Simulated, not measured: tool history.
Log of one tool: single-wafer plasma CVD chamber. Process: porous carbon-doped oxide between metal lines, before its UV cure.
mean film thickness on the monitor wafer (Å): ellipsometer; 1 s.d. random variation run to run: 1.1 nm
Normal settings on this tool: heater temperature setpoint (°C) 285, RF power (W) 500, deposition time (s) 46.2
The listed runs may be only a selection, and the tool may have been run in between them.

run,hour,heater temperature setpoint (°C),RF power (W),deposition time (s),"read-back reference wafer on the same gauge, thickness_nm",mean film thickness on the monitor wafer (Å)
1,0.0,285,500,46.2,301.968,2729.33
2,48.0,285,500,40.7,302.246,2414.48
3,78.7,285,500,40.7,302.220,2416.25
4,113.3,285,500,46.2,302.062,2730.85
5,141.4,285,500,50.6,302.059,2964.42
6,214.0,285,500,50.6,301.909,2979.47
7,262.1,279,520,46.2,301.883,2892.18
8,294.1,285,540,46.2,302.104,2864.78
9,330.4,285,540,46.2,301.852,2880.31
# hour 339.2: showerhead replaced
10,467.4,285,540,46.2,302.196,2873.88
11,506.8,297,500,46.2,301.839,2516.49
12,530.8,297,500,46.2,302.229,2528.20
13,570.7,285,500,40.1,301.951,2323.59
14,632.3,285,500,43.2,301.739,2518.25
# hour 648.0: thermocouple changed; heater temperature recalibrated
15,658.9,285,500,46.2,302.426,2638.48
16,711.1,285,430,46.2,302.328,2326.39
17,802.5,291,445,49.0,302.002,2466.89
18,843.8,275,540,53.1,302.022,3389.33
# hour 846.0: gauge calibrated
19,884.5,285,500,46.2,301.981,2639.76
20,945.5,280,530,46.2,302.180,2845.76
21,1016.0,300,450,52.2,302.256,2532.84
# hour 1051.9: RF generator calibrated
22,1063.3,275,430,41.9,301.964,2344.33
23,1120.0,278,500,39.4,302.058,2436.80
24,1177.9,285,500,46.2,301.986,2742.19
25,1217.1,291,500,43.3,301.594,2488.30
26,1281.5,275,430,41.9,301.978,2342.00
27,1327.5,279,500,52.7,301.898,3233.14
28,1352.5,285,500,38.2,301.917,2262.77
29,1389.0,285,500,50.6,302.242,3001.27
30,1436.8,299,470,52.6,301.803,2755.65
31,1483.6,285,500,46.2,301.818,2719.89
32,1508.3,285,560,52.3,302.308,3356.53
33,1557.3,285,500,46.2,302.316,2739.11

What if the next run were any one of these 5? Each begins from the tool's condition after run 33:
A,1557.7,285,500,48.9,?,?
B,1557.7,273,555,51.6,?,?
C,1557.7,272,410,43.4,?,?
D,1557.7,292,500,53.9,?,?
E,1557.7,274,545,51.5,?,?

run,"read-back reference wafer on the same gauge, thickness_nm",mean film thickness on the monitor wafer (Å)
A,301.879,2893.15
B,301.879,3531.32
C,301.879,2361.30
D,301.879,3058.57
E,301.879,3457.85
What these runs would have given with no unlogged condition in the tool:
run,mean film thickness on the monitor wafer (Å)
A,2879.61
B,3508.58
C,2354.31
D,3046.54
E,3436.72
